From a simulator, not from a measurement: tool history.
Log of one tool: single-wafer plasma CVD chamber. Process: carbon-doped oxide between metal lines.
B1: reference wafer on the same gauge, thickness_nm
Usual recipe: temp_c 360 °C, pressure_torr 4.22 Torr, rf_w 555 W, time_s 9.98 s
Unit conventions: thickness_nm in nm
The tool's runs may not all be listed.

{"run": 1, "day": 0.0, "temp_c": 360, "pressure_torr": 4.22, "rf_w": 495, "time_s": 9.98, "B1": 47.818, "thickness_nm": 39.799}
{"run": 2, "day": 0.375, "temp_c": 360, "pressure_torr": 4.22, "rf_w": 495, "time_s": 9.98, "B1": 47.819, "thickness_nm": 39.767}
{"run": 3, "day": 0.954, "temp_c": 360, "pressure_torr": 4.22, "rf_w": 555, "time_s": 9.98, "B1": 47.804, "thickness_nm": 45.022}
{"day": 1.446, "done": "gauge calibrated"}
{"run": 4, "day": 2.508, "temp_c": 360, "pressure_torr": 4.22, "rf_w": 555, "time_s": 9.98, "B1": 47.8, "thickness_nm": 45.627}
{"day": 3.004, "done": "capacitance manometer re-zeroed and calibrated"}
{"run": 5, "day": 3.15, "temp_c": 360, "pressure_torr": 4.96, "rf_w": 605, "time_s": 9.98, "B1": 47.795, "thickness_nm": 51.081}
{"run": 6, "day": 3.512, "temp_c": 360, "pressure_torr": 4.22, "rf_w": 555, "time_s": 8.51, "B1": 47.745, "thickness_nm": 38.375}
{"run": 7, "day": 3.929, "temp_c": 360, "pressure_torr": 4.22, "rf_w": 555, "time_s": 9.98, "B1": 47.81, "thickness_nm": 45.732}
{"run": 8, "day": 4.408, "temp_c": 360, "pressure_torr": 4.22, "rf_w": 505, "time_s": 9.98, "B1": 47.805, "thickness_nm": 40.589}
{"run": 9, "day": 4.8, "temp_c": 360, "pressure_torr": 4.97, "rf_w": 600, "time_s": 9.98, "B1": 47.812, "thickness_nm": 50.422}
{"run": 10, "day": 5.45, "temp_c": 360, "pressure_torr": 3.8, "rf_w": 555, "time_s": 9.37, "B1": 47.77, "thickness_nm": 41.039}
{"run": 11, "day": 6.121, "temp_c": 360, "pressure_torr": 3.88, "rf_w": 555, "time_s": 9.98, "B1": 47.806, "thickness_nm": 44.303}
{"run": 12, "day": 8.233, "temp_c": 360, "pressure_torr": 3.28, "rf_w": 555, "time_s": 9.98, "B1": 47.822, "thickness_nm": 43.044}
{"day": 10.471, "done": "showerhead replaced"}
{"run": 13, "day": 10.492, "temp_c": 360, "pressure_torr": 4.22, "rf_w": 555, "time_s": 9.98, "B1": 47.818, "thickness_nm": 45.335}
{"run": 14, "day": 10.671, "temp_c": 360, "pressure_torr": 4.22, "rf_w": 555, "time_s": 9.98, "B1": 47.753, "thickness_nm": 45.319}
{"run": 15, "day": 11.196, "temp_c": 367, "pressure_torr": 4.22, "rf_w": 555, "time_s": 9.98, "B1": 47.804, "thickness_nm": 44.088}
{"run": 16, "day": 11.583, "temp_c": 360, "pressure_torr": 4.96, "rf_w": 605, "time_s": 9.98, "B1": 47.783, "thickness_nm": 50.868}
{"run": 17, "day": 13.233, "temp_c": 349, "pressure_torr": 4.22, "rf_w": 645, "time_s": 9.98, "B1": 47.768, "thickness_nm": 52.878}
{"day": 13.742, "done": "thermocouple changed; heater temperature recalibrated"}
{"day": 13.917, "done": "RF generator calibrated"}
{"run": 18, "day": 13.938, "temp_c": 360, "pressure_torr": 4.22, "rf_w": 505, "time_s": 9.98, "B1": 47.767, "thickness_nm": 44.227}
{"run": 19, "day": 13.962, "temp_c": 360, "pressure_torr": 4.22, "rf_w": 555, "time_s": 9.98, "B1": 47.809, "thickness_nm": 49.112}
{"run": 20, "day": 14.667, "temp_c": 360, "pressure_torr": 3.64, "rf_w": 555, "time_s": 11.63, "B1": 47.797, "thickness_nm": 54.878}
{"run": 21, "day": 15.371, "temp_c": 360, "pressure_torr": 5.15, "rf_w": 555, "time_s": 9.05, "B1": 47.793, "thickness_nm": 46.477}
{"run": 22, "day": 15.679, "temp_c": 360, "pressure_torr": 4.22, "rf_w": 555, "time_s": 8.38, "B1": 47.8, "thickness_nm": 41.094}
{"run": 23, "day": 16.317, "temp_c": 360, "pressure_torr": 4.22, "rf_w": 525, "time_s": 9.98, "B1": 47.815, "thickness_nm": 45.566}
{"run": 24, "day": 16.733, "temp_c": 374, "pressure_torr": 5.09, "rf_w": 485, "time_s": 10.74, "B1": 47.811, "thickness_nm": 46.054}
{"day": 18.629, "done": "gauge calibrated"}
{"run": 25, "day": 18.767, "temp_c": 360, "pressure_torr": 4.22, "rf_w": 450, "time_s": 8.8, "B1": 47.8, "thickness_nm": 33.606}
{"run": 26, "day": 19.142, "temp_c": 360, "pressure_torr": 4.49, "rf_w": 505, "time_s": 8.27, "B1": 47.768, "thickness_nm": 36.778}
{"run": 27, "day": 19.775, "temp_c": 368, "pressure_torr": 4.22, "rf_w": 555, "time_s": 9.98, "B1": 47.793, "thickness_nm": 47.251}
{"run": 28, "day": 20.162, "temp_c": 371, "pressure_torr": 3.87, "rf_w": 555, "time_s": 9.98, "B1": 47.784, "thickness_nm": 46.212}
{"run": 29, "day": 20.438, "temp_c": 365, "pressure_torr": 4.22, "rf_w": 555, "time_s": 9.98, "B1": 47.796, "thickness_nm": 47.586}

Each row is a separate what-if for the run after 29, all from the same tool condition, not one after another. Results?
{"run": "A", "day": 20.454, "temp_c": 360, "pressure_torr": 4.22, "rf_w": 555, "time_s": 9.98, "B1": "?", "thickness_nm": "?"}
{"run": "B", "day": 20.454, "temp_c": 360, "pressure_torr": 4.66, "rf_w": 665, "time_s": 9.98, "B1": "?", "thickness_nm": "?"}
{"run": "C", "day": 20.454, "temp_c": 360, "pressure_torr": 4.55, "rf_w": 490, "time_s": 9.98, "B1": "?", "thickness_nm": "?"}
{"run": "D", "day": 20.454, "temp_c": 374, "pressure_torr": 4.57, "rf_w": 655, "time_s": 9.98, "B1": "?", "thickness_nm": "?"}

run=A B1=47.808 thickness_nm=48.01
run=B B1=47.808 thickness_nm=57.921
run=C B1=47.808 thickness_nm=42.746
run=D B1=47.808 thickness_nm=55.101
Without the tool's unlogged condition, the same runs would have read:
run=A thickness_nm=49.058
run=B thickness_nm=59.134
run=C thickness_nm=43.856
run=D thickness_nm=56.254
